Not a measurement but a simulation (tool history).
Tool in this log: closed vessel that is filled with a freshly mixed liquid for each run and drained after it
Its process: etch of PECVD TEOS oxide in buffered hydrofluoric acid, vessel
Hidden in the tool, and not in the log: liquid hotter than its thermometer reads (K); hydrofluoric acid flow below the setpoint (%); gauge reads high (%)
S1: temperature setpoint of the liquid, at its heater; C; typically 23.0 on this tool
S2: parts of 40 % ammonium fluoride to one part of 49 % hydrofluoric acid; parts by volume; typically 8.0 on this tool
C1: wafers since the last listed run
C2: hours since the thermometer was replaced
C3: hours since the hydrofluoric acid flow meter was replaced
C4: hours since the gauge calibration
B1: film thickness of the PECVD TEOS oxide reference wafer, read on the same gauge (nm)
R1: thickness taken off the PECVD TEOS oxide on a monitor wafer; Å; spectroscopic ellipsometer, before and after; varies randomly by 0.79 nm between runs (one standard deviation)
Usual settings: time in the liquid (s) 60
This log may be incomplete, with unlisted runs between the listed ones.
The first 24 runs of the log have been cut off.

{"day": 12.988, "done": "hydrofluoric acid flow meter replaced"}
{"run": 25, "day": 13.258, "S1": 23.0, "S2": 8.0, "time in the liquid (s)": 60, "C1": 705, "C2": 104.1, "C3": 6.5, "C4": 46.0, "B1": 120.01, "R1": 2470.6}
{"run": 26, "day": 14.358, "S1": 18.5, "S2": 5.0, "time in the liquid (s)": 85, "C1": 2737, "C2": 130.5, "C3": 32.9, "C4": 72.4, "B1": 120.0, "R1": 4184.8}
{"run": 27, "day": 14.746, "S1": 26.5, "S2": 8.0, "time in the liquid (s)": 60, "C1": 964, "C2": 139.8, "C3": 42.2, "C4": 81.7, "B1": 119.98, "R1": 2975.6}
{"run": 28, "day": 15.333, "S1": 25.5, "S2": 6.0, "time in the liquid (s)": 70, "C1": 1462, "C2": 153.9, "C3": 56.3, "C4": 95.8, "B1": 119.98, "R1": 4361.1}
{"run": 29, "day": 15.929, "S1": 23.0, "S2": 8.0, "time in the liquid (s)": 30, "C1": 1483, "C2": 168.2, "C3": 70.6, "C4": 110.1, "B1": 120.0, "R1": 1236.5}
{"run": 30, "day": 17.192, "S1": 23.0, "S2": 8.0, "time in the liquid (s)": 60, "C1": 3142, "C2": 198.5, "C3": 100.9, "C4": 140.4, "B1": 120.01, "R1": 2469.1}
{"run": 31, "day": 17.729, "S1": 23.0, "S2": 8.0, "time in the liquid (s)": 35, "C1": 1337, "C2": 211.4, "C3": 113.8, "C4": 153.3, "B1": 119.99, "R1": 1444.8}
{"run": 32, "day": 18.354, "S1": 21.0, "S2": 6.5, "time in the liquid (s)": 85, "C1": 1555, "C2": 226.4, "C3": 128.8, "C4": 168.3, "B1": 120.01, "R1": 3894.7}

Forecast each of these 5 alternatives for the next run:
{"run": "A", "day": 18.383, "S1": 23.0, "S2": 8.0, "time in the liquid (s)": 60, "C1": 72, "C2": 227.1, "C3": 129.5, "C4": 169.0, "B1": "?", "R1": "?"}
{"run": "B", "day": 18.383, "S1": 18.5, "S2": 11.0, "time in the liquid (s)": 80, "C1": 72, "C2": 227.1, "C3": 129.5, "C4": 169.0, "B1": "?", "R1": "?"}
{"run": "C", "day": 18.383, "S1": 25.5, "S2": 6.0, "time in the liquid (s)": 35, "C1": 72, "C2": 227.1, "C3": 129.5, "C4": 169.0, "B1": "?", "R1": "?"}
{"run": "D", "day": 18.383, "S1": 21.0, "S2": 6.5, "time in the liquid (s)": 90, "C1": 72, "C2": 227.1, "C3": 129.5, "C4": 169.0, "B1": "?", "R1": "?"}
{"run": "E", "day": 18.383, "S1": 23.0, "S2": 5.0, "time in the liquid (s)": 60, "C1": 72, "C2": 227.1, "C3": 129.5, "C4": 169.0, "B1": "?", "R1": "?"}

run=A B1=119.98 R1=2478.1
run=B B1=119.98 R1=1930.5
run=C B1=119.98 R1=2185.9
run=D B1=119.98 R1=4101.5
run=E B1=119.98 R1=3817.6
What these runs would have given with no unlogged condition in the tool:
run=A R1=2457.8
run=B R1=1914.2
run=C R1=2168.3
run=D R1=4067.5
run=E R1=3786.4
